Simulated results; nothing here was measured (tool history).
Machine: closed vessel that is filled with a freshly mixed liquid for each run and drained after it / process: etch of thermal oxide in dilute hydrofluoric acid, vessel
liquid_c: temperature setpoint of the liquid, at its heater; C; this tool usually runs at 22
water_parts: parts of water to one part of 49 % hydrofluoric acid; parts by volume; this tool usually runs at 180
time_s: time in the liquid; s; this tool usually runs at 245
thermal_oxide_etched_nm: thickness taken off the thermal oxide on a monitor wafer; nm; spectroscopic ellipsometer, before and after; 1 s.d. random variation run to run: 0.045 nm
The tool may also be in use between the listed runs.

run	hour	liquid_c	water_parts	time_s	read-back film thickness of the thermal oxide reference wafer, read on the same gauge (nm)	thermal_oxide_etched_nm
1	0	22	180	245	119.97	5.19
# hour 5.7: gauge calibrated
2	14.6	22	180	245	120	5.18
3	28.8	19.5	180	280	119.98	5.42
4	44.9	22	180	245	119.96	5.28
5	58.1	22	180	245	119.98	5.19
6	68.3	26	180	245	119.99	6.03
7	75.3	26	180	245	119.98	6.04
8	88.2	26	180	245	120.01	6
9	141.9	22	180	275	120.02	5.98
10	152.5	22	180	245	120.02	5.13
11	167.3	22	180	245	120	5.13
12	180.7	22	180	170	119.99	3.67
13	195.4	22	180	170	120	3.59
14	212.3	25	125	285	120.01	10.28
# hour 235.6: thermometer replaced
# hour 237.1: hydrofluoric acid flow meter replaced
15	265.7	18.5	230	205	120	2.83
16	277.8	24	180	245	120	5.63
17	286.6	22	180	245	119.98	5.13
18	303.6	26.5	255	245	120.01	3.98
# hour 308.2: gauge calibrated
19	311.9	22	180	245	120.03	5.12
20	319.7	26.5	140	205	120	7.1
21	332.6	22	235	245	119.98	3.75
22	345.3	22	180	245	120.01	5.18
23	355.1	22	180	245	120.02	5.28
24	370.7	26.5	205	155	120.02	3.33
25	387.6	26.5	140	205	119.97	7.07
26	415.2	18	130	245	119.98	6.47

Branching from run 26: 4 alternative next runs. What would each branch give?
A	415.9	22	180	295	?	?
B	415.9	25.5	95	200	?	?
C	415.9	24.5	145	340	?	?
D	415.9	24	140	245	?	?

run	read-back film thickness of the thermal oxide reference wafer, read on the same gauge (nm)	thermal_oxide_etched_nm
A	120	6.33
B	120	10.28
C	120	10.36
D	120	7.63
The same runs, with their run-to-run variation unchanged, on a tool lacking any hidden condition would have given:
run	thermal_oxide_etched_nm
A	6.33
B	10.28
C	10.36
D	7.63
